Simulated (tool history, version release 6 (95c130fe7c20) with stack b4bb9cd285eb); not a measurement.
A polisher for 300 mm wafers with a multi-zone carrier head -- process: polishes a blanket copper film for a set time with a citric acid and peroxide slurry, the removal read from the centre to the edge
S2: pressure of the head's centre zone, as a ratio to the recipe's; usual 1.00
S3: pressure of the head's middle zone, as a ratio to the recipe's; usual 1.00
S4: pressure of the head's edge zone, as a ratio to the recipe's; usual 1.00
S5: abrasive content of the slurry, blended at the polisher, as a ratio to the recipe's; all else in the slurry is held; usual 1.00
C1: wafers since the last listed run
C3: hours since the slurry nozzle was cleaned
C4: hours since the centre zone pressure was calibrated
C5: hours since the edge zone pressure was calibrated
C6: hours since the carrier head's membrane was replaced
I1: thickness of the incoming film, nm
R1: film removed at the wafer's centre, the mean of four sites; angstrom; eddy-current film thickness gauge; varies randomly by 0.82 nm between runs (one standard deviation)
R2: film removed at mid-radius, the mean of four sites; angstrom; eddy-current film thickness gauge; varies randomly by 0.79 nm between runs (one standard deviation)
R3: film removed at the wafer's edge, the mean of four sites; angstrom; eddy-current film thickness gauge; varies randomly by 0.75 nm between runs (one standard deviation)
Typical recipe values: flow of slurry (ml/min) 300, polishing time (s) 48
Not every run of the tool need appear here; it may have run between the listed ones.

Run 1, hour 0.0: usual settings but S3 0.94; C1 0; wafers polished on this pad 753; C3 75.0; C4 71.8; C5 137.5; C6 25.3; I1 746.9. Result: R1 1117 angstrom, R2 1083 angstrom, R3 1126 angstrom.
Run 2, hour 11.2: usual settings but S3 1.11; C1 158; wafers polished on this pad 912; C3 86.2; C4 83.0; C5 148.7; C6 36.5; I1 759.3. Result: R1 1110 angstrom, R2 1241 angstrom, R3 1115 angstrom.
Run 3, hour 20.1: usual settings but S4 1.04; C1 126; wafers polished on this pad 1039; C3 95.1; C4 91.9; C5 157.6; C6 45.4; I1 745.1. Result: R1 1116 angstrom, R2 1130 angstrom, R3 1163 angstrom.
Run 4, hour 33.1: usual settings but S4 1.09; C1 184; wafers polished on this pad 1223; C3 108.1; C4 104.9; C5 170.6; C6 58.4; I1 762.5. Result: R1 1109 angstrom, R2 1129 angstrom, R3 1173 angstrom.
At hour 40.9: worn pad replaced by a new one.
Run 5, hour 47.9: usual settings but S4 1.04; C1 153; wafers polished on this pad 99; C3 122.9; C4 119.7; C5 185.4; C6 73.2; I1 753.7. Result: R1 1099 angstrom, R2 1130 angstrom, R3 1139 angstrom.
Run 6, hour 65.4: usual settings but S2 0.93, S4 0.88; C1 248; wafers polished on this pad 347; C3 140.4; C4 137.2; C5 202.9; C6 90.7; I1 747.9. Result: R1 1017 angstrom, R2 1131 angstrom, R3 1061 angstrom.
Run 7, hour 77.8: usual settings; C1 175; wafers polished on this pad 523; C3 152.8; C4 149.6; C5 215.3; C6 103.1; I1 752.6. Result: R1 1105 angstrom, R2 1132 angstrom, R3 1122 angstrom.
Run 8, hour 99.5: usual settings but flow of slurry (ml/min) 200, S4 1.05; C1 307; wafers polished on this pad 831; C3 174.5; C4 171.3; C5 237.0; C6 124.8; I1 747.1. Result: R1 1055 angstrom, R2 1109 angstrom, R3 1123 angstrom.
Run 9, hour 110.6: usual settings but S2 1.07; C1 157; wafers polished on this pad 989; C3 185.6; C4 182.4; C5 248.1; C6 135.9; I1 737.4. Result: R1 1157 angstrom, R2 1126 angstrom, R3 1122 angstrom.
Run 10, hour 121.3: usual settings but S3 0.88; C1 151; wafers polished on this pad 1140; C3 196.3; C4 193.1; C5 258.8; C6 146.6; I1 743.1. Result: R1 1087 angstrom, R2 1017 angstrom, R3 1129 angstrom.
Run 11, hour 130.8: usual settings but S2 0.91, S3 0.95, S5 0.80; C1 134; wafers polished on this pad 1275; C3 205.8; C4 202.6; C5 268.3; C6 156.1; I1 755.3. Result: R1 946 angstrom, R2 1051 angstrom, R3 1086 angstrom.
At hour 139.7: worn pad replaced by a new one.
Run 12, hour 140.2: usual settings but flow of slurry (ml/min) 240, S3 1.07, S5 0.75; C1 76; wafers polished on this pad 6; C3 215.2; C4 212.0; C5 277.7; C6 165.5; I1 740.8. Result: R1 1037 angstrom, R2 1139 angstrom, R3 1069 angstrom.
Run 13, hour 155.0: usual settings; C1 209; wafers polished on this pad 216; C3 230.0; C4 226.8; C5 292.5; C6 180.3; I1 744.9. Result: R1 1081 angstrom, R2 1122 angstrom, R3 1123 angstrom.
Run 14, hour 166.4: usual settings; C1 161; wafers polished on this pad 378; C3 241.4; C4 238.2; C5 303.9; C6 191.7; I1 749.8. Result: R1 1088 angstrom, R2 1128 angstrom, R3 1127 angstrom.
Run 15, hour 177.9: usual settings but S2 0.94; C1 163; wafers polished on this pad 541; C3 252.9; C4 249.7; C5 315.4; C6 203.2; I1 757.9. Result: R1 1013 angstrom, R2 1129 angstrom, R3 1138 angstrom.
Run 16, hour 186.1: usual settings but S2 1.03; C1 116; wafers polished on this pad 658; C3 261.1; C4 257.9; C5 323.6; C6 211.4; I1 759.9. Result: R1 1117 angstrom, R2 1126 angstrom, R3 1139 angstrom.
Run 17, hour 192.9: usual settings; C1 96; wafers polished on this pad 754; C3 267.9; C4 264.7; C5 330.4; C6 218.2; I1 746.4. Result: R1 1068 angstrom, R2 1131 angstrom, R3 1136 angstrom.
Run 18, hour 208.5: usual settings but flow of slurry (ml/min) 245, S2 1.10, S3 1.10, polishing time (s) 38; C1 221; wafers polished on this pad 975; C3 283.5; C4 280.3; C5 346.0; C6 233.8; I1 747.3. Result: R1 926 angstrom, R2 968 angstrom, R3 892 angstrom.
Run 19, hour 224.5: usual settings but flow of slurry (ml/min) 235, S3 0.93, polishing time (s) 40; C1 227; wafers polished on this pad 1202; C3 299.5; C4 296.3; C5 362.0; C6 249.8; I1 741.8. Result: R1 876 angstrom, R2 875 angstrom, R3 931 angstrom.
Run 20, hour 231.6: usual settings but flow of slurry (ml/min) 330, S3 0.91; C1 100; wafers polished on this pad 1303; C3 306.6; C4 303.4; C5 369.1; C6 256.9; I1 735.9. Result: R1 1070 angstrom, R2 1044 angstrom, R3 1138 angstrom.
Run 21, hour 241.5: usual settings but S4 1.04; C1 140; wafers polished on this pad 1444; C3 316.5; C4 313.3; C5 379.0; C6 266.8; I1 761.5. Result: R1 1068 angstrom, R2 1131 angstrom, R3 1154 angstrom.

Forecast each of these 5 alternatives for the next run:
Run A, hour 241.9: usual settings but flow of slurry (ml/min) 350; C1 5; wafers polished on this pad 1449; C3 316.9; C4 313.7; C5 379.4; C6 267.2; I1 758.1. Result: R1 ?, R2 ?, R3 ?.
Run B, hour 241.9: usual settings but S3 1.06; C1 5; wafers polished on this pad 1449; C3 316.9; C4 313.7; C5 379.4; C6 267.2; I1 758.1. Result: R1 ?, R2 ?, R3 ?.
Run C, hour 241.9: usual settings but S3 0.95, S5 1.15; C1 5; wafers polished on this pad 1449; C3 316.9; C4 313.7; C5 379.4; C6 267.2; I1 758.1. Result: R1 ?, R2 ?, R3 ?.
Run D, hour 241.9: usual settings but S2 1.09; C1 5; wafers polished on this pad 1449; C3 316.9; C4 313.7; C5 379.4; C6 267.2; I1 758.1. Result: R1 ?, R2 ?, R3 ?.
Run E, hour 241.9: usual settings but flow of slurry (ml/min) 195, S3 1.06; C1 5; wafers polished on this pad 1449; C3 316.9; C4 313.7; C5 379.4; C6 267.2; I1 758.1. Result: R1 ?, R2 ?, R3 ?.

run    R1    R2    R3
  A  1064  1134  1128
  B  1054  1181  1120
  C  1077  1101  1146
  D  1150  1124  1121
  E  1024  1151  1098
Stripped of hidden state, with their random variation kept, the same runs would have yielded:
run    R1    R2    R3
  A  1126  1134  1128
  B  1116  1181  1120
  C  1140  1100  1146
  D  1216  1123  1121
  E  1084  1151  1098
